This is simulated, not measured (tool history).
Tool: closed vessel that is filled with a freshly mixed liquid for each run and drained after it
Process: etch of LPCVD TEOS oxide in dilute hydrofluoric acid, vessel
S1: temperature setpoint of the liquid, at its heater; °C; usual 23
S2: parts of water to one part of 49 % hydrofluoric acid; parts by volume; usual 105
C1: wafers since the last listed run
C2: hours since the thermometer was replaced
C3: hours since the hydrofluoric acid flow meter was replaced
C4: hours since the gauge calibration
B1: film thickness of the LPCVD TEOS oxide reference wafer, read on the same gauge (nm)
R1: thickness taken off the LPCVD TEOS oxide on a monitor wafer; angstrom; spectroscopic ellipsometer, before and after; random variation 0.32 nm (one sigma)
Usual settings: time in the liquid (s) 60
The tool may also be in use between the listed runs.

run 1 hour=0 | S1=26.5 S2=105 time_in_the_liquid_(s)=60 | C1=0 C2=759 C3=1614.1 C4=202.1 | B1=50 | R1=345.4
run 2 hour=6.3 | S1=26.5 S2=105 time_in_the_liquid_(s)=60 | C1=770 C2=765.3 C3=1620.4 C4=208.4 | B1=50.01 | R1=344.5
run 3 hour=19.7 | S1=23 S2=105 time_in_the_liquid_(s)=60 | C1=1638 C2=778.7 C3=1633.8 C4=221.8 | B1=50.01 | R1=297.6
run 4 hour=34 | S1=23 S2=105 time_in_the_liquid_(s)=60 | C1=1748 C2=793 C3=1648.1 C4=236.1 | B1=50.01 | R1=300.7
run 5 hour=51.2 | S1=23 S2=105 time_in_the_liquid_(s)=85 | C1=2103 C2=810.2 C3=1665.3 C4=253.3 | B1=49.99 | R1=426.6
run 6 hour=66.1 | S1=24.5 S2=105 time_in_the_liquid_(s)=60 | C1=1822 C2=825.1 C3=1680.2 C4=268.2 | B1=50.02 | R1=312.5
run 7 hour=117.9 | S1=24.5 S2=105 time_in_the_liquid_(s)=60 | C1=6335 C2=876.9 C3=1732 C4=320 | B1=49.98 | R1=313.1
-- hour=128 thermometer replaced
run 8 hour=132.8 | S1=24.5 S2=105 time_in_the_liquid_(s)=60 | C1=1699 C2=4.8 C3=1746.9 C4=334.9 | B1=49.99 | R1=352.1
run 9 hour=141 | S1=23 S2=105 time_in_the_liquid_(s)=60 | C1=1002 C2=13 C3=1755.1 C4=343.1 | B1=50 | R1=330.4
run 10 hour=151.9 | S1=20 S2=105 time_in_the_liquid_(s)=60 | C1=1333 C2=23.9 C3=1766 C4=354 | B1=50 | R1=287.3
-- hour=157.7 gauge calibrated
run 11 hour=161.7 | S1=25 S2=65 time_in_the_liquid_(s)=60 | C1=1198 C2=33.7 C3=1775.8 C4=4 | B1=50.01 | R1=605.1
run 12 hour=175.2 | S1=25 S2=65 time_in_the_liquid_(s)=60 | C1=1651 C2=47.2 C3=1789.3 C4=17.5 | B1=50 | R1=611.6
run 13 hour=185 | S1=19 S2=95 time_in_the_liquid_(s)=60 | C1=1198 C2=57 C3=1799.1 C4=27.3 | B1=50.02 | R1=307.6
run 14 hour=195.4 | S1=23 S2=140 time_in_the_liquid_(s)=60 | C1=1271 C2=67.4 C3=1809.5 C4=37.7 | B1=49.99 | R1=232
run 15 hour=211.8 | S1=23 S2=140 time_in_the_liquid_(s)=60 | C1=2005 C2=83.8 C3=1825.9 C4=54.1 | B1=49.98 | R1=233.3
run 16 hour=229.7 | S1=19.5 S2=105 time_in_the_liquid_(s)=85 | C1=2189 C2=101.7 C3=1843.8 C4=72 | B1=49.99 | R1=405.2
run 17 hour=241 | S1=19.5 S2=90 time_in_the_liquid_(s)=90 | C1=1382 C2=113 C3=1855.1 C4=83.3 | B1=49.99 | R1=502.3
run 18 hour=256.7 | S1=23 S2=120 time_in_the_liquid_(s)=50 | C1=1920 C2=128.7 C3=1870.8 C4=99 | B1=50 | R1=235.7
run 19 hour=265.2 | S1=25 S2=130 time_in_the_liquid_(s)=90 | C1=1039 C2=137.2 C3=1879.3 C4=107.5 | B1=50 | R1=407.8
run 20 hour=278.5 | S1=23 S2=105 time_in_the_liquid_(s)=60 | C1=1626 C2=150.5 C3=1892.6 C4=120.8 | B1=50 | R1=319.2
run 21 hour=291.7 | S1=23 S2=105 time_in_the_liquid_(s)=60 | C1=1614 C2=163.7 C3=1905.8 C4=134 | B1=49.99 | R1=319.8
run 22 hour=305.9 | S1=23 S2=75 time_in_the_liquid_(s)=45 | C1=1736 C2=177.9 C3=1920 C4=148.2 | B1=49.99 | R1=349.5
run 23 hour=316.1 | S1=23 S2=105 time_in_the_liquid_(s)=75 | C1=1247 C2=188.1 C3=1930.2 C4=158.4 | B1=49.99 | R1=396.9
run 24 hour=322.4 | S1=25.5 S2=105 time_in_the_liquid_(s)=35 | C1=770 C2=194.4 C3=1936.5 C4=164.7 | B1=50.02 | R1=208.8
run 25 hour=334 | S1=23 S2=105 time_in_the_liquid_(s)=60 | C1=1418 C2=206 C3=1948.1 C4=176.3 | B1=50.02 | R1=319.7
-- hour=341.3 hydrofluoric acid flow meter replaced
run 26 hour=344.3 | S1=23 S2=105 time_in_the_liquid_(s)=40 | C1=1137 C2=216.3 C3=3 C4=186.6 | B1=50.01 | R1=211.3
run 27 hour=351.6 | S1=20 S2=105 time_in_the_liquid_(s)=35 | C1=892 C2=223.6 C3=10.3 C4=193.9 | B1=50 | R1=164.7
run 28 hour=360.1 | S1=23 S2=105 time_in_the_liquid_(s)=60 | C1=1039 C2=232.1 C3=18.8 C4=202.4 | B1=50 | R1=320.8
run 29 hour=370.5 | S1=18.5 S2=145 time_in_the_liquid_(s)=40 | C1=1271 C2=242.5 C3=29.2 C4=212.8 | B1=50.02 | R1=125.1
run 30 hour=386.8 | S1=23 S2=105 time_in_the_liquid_(s)=60 | C1=1993 C2=258.8 C3=45.5 C4=229.1 | B1=50 | R1=315.9
run 31 hour=395.1 | S1=23 S2=65 time_in_the_liquid_(s)=60 | C1=1015 C2=267.1 C3=53.8 C4=237.4 | B1=49.99 | R1=539.8
run 32 hour=401.6 | S1=23 S2=105 time_in_the_liquid_(s)=60 | C1=794 C2=273.6 C3=60.3 C4=243.9 | B1=49.99 | R1=318.9
run 33 hour=417.8 | S1=18.5 S2=120 time_in_the_liquid_(s)=90 | C1=1981 C2=289.8 C3=76.5 C4=260.1 | B1=50 | R1=341.8
run 34 hour=435.3 | S1=23 S2=105 time_in_the_liquid_(s)=60 | C1=2140 C2=307.3 C3=94 C4=277.6 | B1=50 | R1=315.8

Hidden state or all else? Some run-to-run changes of R1, split into what the settings, what came in and random variation would give without the hidden state, and what is left for the hidden state (with any gauge scatter that isn't in both results):
The hidden state here: liquid colder than its thermometer reads (K); hydrofluoric acid flow below the setpoint (%); gauge reads high (%).
Run 4 -> 5: time in the liquid (s) 60 -> 85. R1 +125.9 angstrom: hidden state -13.8, all else +139.7.
Run 5 -> 6: S1 23 -> 24.5, time in the liquid (s) 85 -> 60. R1 -114.1 angstrom: hidden state +11.9, all else -126.
Run 7 -> 8: thermometer replaced. R1 +39 angstrom: hidden state +32.5, all else +6.5.
Run 10 -> 11: S1 20 -> 25, S2 105 -> 65, gauge calibrated. R1 +317.8 angstrom: hidden state -4.1, all else +321.9.
Run 12 -> 13: S1 25 -> 19, S2 65 -> 95. R1 -304 angstrom: hidden state +3.5, all else -307.5.
Run 17 -> 18: S1 19.5 -> 23, S2 90 -> 120, time in the liquid (s) 90 -> 50. R1 -266.6 angstrom: hidden state +5.7, all else -272.3.

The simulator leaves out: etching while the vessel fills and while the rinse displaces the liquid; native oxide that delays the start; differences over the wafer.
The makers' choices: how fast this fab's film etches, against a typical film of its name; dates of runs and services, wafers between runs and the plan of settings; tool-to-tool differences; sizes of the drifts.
